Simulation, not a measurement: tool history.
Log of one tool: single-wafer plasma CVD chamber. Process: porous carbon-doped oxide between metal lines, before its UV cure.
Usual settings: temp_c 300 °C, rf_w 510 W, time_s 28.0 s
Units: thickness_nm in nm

| run | hour | temp_c | rf_w | time_s | wafers since the last listed run | hours since the last thermocouple change | hours since the last RF generator calibration | hours since the showerhead was replaced | hours since the gauge calibration | read-back reference wafer on the same gauge, thickness_nm | thickness_nm |
|---|---|---|---|---|---|---|---|---|---|---|---|
| 1 | 0.0 | 300 | 545 | 28.0 | 0 | 440.8 | 2022.5 | 3727.8 | 1053.2 | 174.151 | 168.043 |
| 2 | 82.7 | 300 | 545 | 28.0 | 1737 | 523.5 | 2105.2 | 3810.5 | 1135.9 | 174.041 | 167.962 |
| 3 | 127.0 | 300 | 510 | 28.0 | 930 | 567.8 | 2149.5 | 3854.8 | 1180.2 | 174.006 | 159.206 |
|  | 224.9 | RF generator calibrated |
| 4 | 225.4 | 300 | 510 | 28.0 | 1899 | 666.2 | 0.5 | 3953.2 | 1278.6 | 173.982 | 162.342 |
| 5 | 277.1 | 300 | 510 | 28.0 | 1086 | 717.9 | 52.2 | 4004.9 | 1330.3 | 173.981 | 163.728 |
| 6 | 340.8 | 300 | 510 | 28.0 | 1338 | 781.6 | 115.9 | 4068.6 | 1394.0 | 174.063 | 162.672 |
|  | 362.8 | thermocouple changed; heater temperature recalibrated |
| 7 | 448.5 | 300 | 510 | 28.0 | 2095 | 85.7 | 223.6 | 4176.3 | 1501.7 | 174.006 | 162.768 |
| 8 | 494.7 | 300 | 510 | 28.0 | 970 | 131.9 | 269.8 | 4222.5 | 1547.9 | 174.048 | 162.095 |
| 9 | 581.0 | 300 | 510 | 28.0 | 1813 | 218.2 | 356.1 | 4308.8 | 1634.2 | 173.956 | 161.956 |
| 10 | 856.8 | 300 | 510 | 28.0 | 5796 | 494.0 | 631.9 | 4584.6 | 1910.0 | 174.040 | 162.318 |
| 11 | 927.2 | 300 | 510 | 28.0 | 1479 | 564.4 | 702.3 | 4655.0 | 1980.4 | 173.958 | 161.220 |
| 12 | 987.4 | 300 | 445 | 28.0 | 1265 | 624.6 | 762.5 | 4715.2 | 2040.6 | 174.085 | 144.119 |
| 13 | 1027.3 | 290 | 510 | 23.1 | 838 | 664.5 | 802.4 | 4755.1 | 2080.5 | 174.072 | 141.146 |
|  | 1077.3 | showerhead replaced |
| 14 | 1127.6 | 294 | 545 | 25.8 | 1939 | 764.8 | 902.7 | 50.3 | 2180.8 | 174.035 | 161.661 |
|  | 1158.4 | thermocouple changed; heater temperature recalibrated |
| 15 | 1217.9 | 293 | 540 | 31.1 | 1729 | 59.5 | 993.0 | 140.6 | 2271.1 | 174.018 | 193.347 |
| 16 | 1307.7 | 306 | 510 | 32.0 | 1887 | 149.3 | 1082.8 | 230.4 | 2360.9 | 173.882 | 178.526 |
|  | 1428.4 | gauge calibrated |
| 17 | 1542.9 | 311 | 510 | 29.8 | 4942 | 384.5 | 1318.0 | 465.6 | 114.5 | 173.949 | 161.536 |
| 18 | 1611.8 | 300 | 510 | 28.0 | 1447 | 453.4 | 1386.9 | 534.5 | 183.4 | 173.987 | 160.859 |
| 19 | 1673.5 | 300 | 510 | 23.2 | 1296 | 515.1 | 1448.6 | 596.2 | 245.1 | 173.957 | 133.758 |
| 20 | 1738.9 | 300 | 510 | 28.0 | 1374 | 580.5 | 1514.0 | 661.6 | 310.5 | 174.000 | 159.959 |
| 21 | 1793.7 | 300 | 510 | 28.0 | 1151 | 635.3 | 1568.8 | 716.4 | 365.3 | 174.120 | 160.566 |
| 22 | 1831.3 | 305 | 415 | 32.4 | 790 | 672.9 | 1606.4 | 754.0 | 402.9 | 174.064 | 149.825 |
| 23 | 1881.7 | 294 | 585 | 26.3 | 1059 | 723.3 | 1656.8 | 804.4 | 453.3 | 173.978 | 172.370 |
| 24 | 1948.0 | 314 | 445 | 25.9 | 1393 | 789.6 | 1723.1 | 870.7 | 519.6 | 174.041 | 123.999 |
|  | 2047.1 | thermocouple changed; heater temperature recalibrated |
| 25 | 2242.3 | 300 | 510 | 23.5 | 6016 | 195.2 | 2017.4 | 1165.0 | 813.9 | 173.934 | 134.811 |
| 26 | 2335.7 | 306 | 435 | 28.0 | 1962 | 288.6 | 2110.8 | 1258.4 | 907.3 | 174.020 | 134.332 |
| 27 | 2405.6 | 300 | 485 | 28.0 | 1468 | 358.5 | 2180.7 | 1328.3 | 977.2 | 174.052 | 153.699 |
| 28 | 2480.6 | 300 | 510 | 26.2 | 1576 | 433.5 | 2255.7 | 1403.3 | 1052.2 | 173.970 | 149.390 |
| 29 | 2581.3 | 288 | 510 | 28.0 | 2116 | 534.2 | 2356.4 | 1504.0 | 1152.9 | 174.001 | 169.282 |
| 30 | 2621.6 | 300 | 510 | 28.0 | 846 | 574.5 | 2396.7 | 1544.3 | 1193.2 | 173.984 | 159.255 |
|  | 2655.8 | RF generator calibrated |
| 31 | 2727.9 | 300 | 510 | 28.0 | 2065 | 680.8 | 72.1 | 1650.6 | 1299.5 | 173.942 | 163.089 |
| 32 | 2835.9 | 300 | 510 | 28.0 | 2269 | 788.8 | 180.1 | 1758.6 | 1407.5 | 174.080 | 162.895 |
|  | 2920.8 | thermocouple changed; heater temperature recalibrated |
| 33 | 2939.4 | 300 | 510 | 28.0 | 2006 | 18.6 | 283.6 | 1862.1 | 1511.0 | 173.902 | 162.762 |

Forecast each of these 5 alternatives for the next run:
| A | 2939.8 | 300 | 510 | 28.0 | 8 | 19.0 | 284.0 | 1862.5 | 1511.4 | ? | ? |
| B | 2939.8 | 308 | 510 | 22.7 | 8 | 19.0 | 284.0 | 1862.5 | 1511.4 | ? | ? |
| C | 2939.8 | 300 | 455 | 28.0 | 8 | 19.0 | 284.0 | 1862.5 | 1511.4 | ? | ? |
| D | 2939.8 | 296 | 430 | 28.0 | 8 | 19.0 | 284.0 | 1862.5 | 1511.4 | ? | ? |
| E | 2939.8 | 300 | 425 | 26.0 | 8 | 19.0 | 284.0 | 1862.5 | 1511.4 | ? | ? |

| run | read-back reference wafer on the same gauge, thickness_nm | thickness_nm |
|---|---|---|
| A | 174.019 | 162.540 |
| B | 174.019 | 127.587 |
| C | 174.019 | 147.931 |
| D | 174.019 | 143.170 |
| E | 174.019 | 129.129 |
Without the tool's hidden state the same runs would have given:
| run | thickness_nm |
|---|---|
| A | 163.145 |
| B | 128.061 |
| C | 148.575 |
| D | 143.793 |
| E | 129.691 |

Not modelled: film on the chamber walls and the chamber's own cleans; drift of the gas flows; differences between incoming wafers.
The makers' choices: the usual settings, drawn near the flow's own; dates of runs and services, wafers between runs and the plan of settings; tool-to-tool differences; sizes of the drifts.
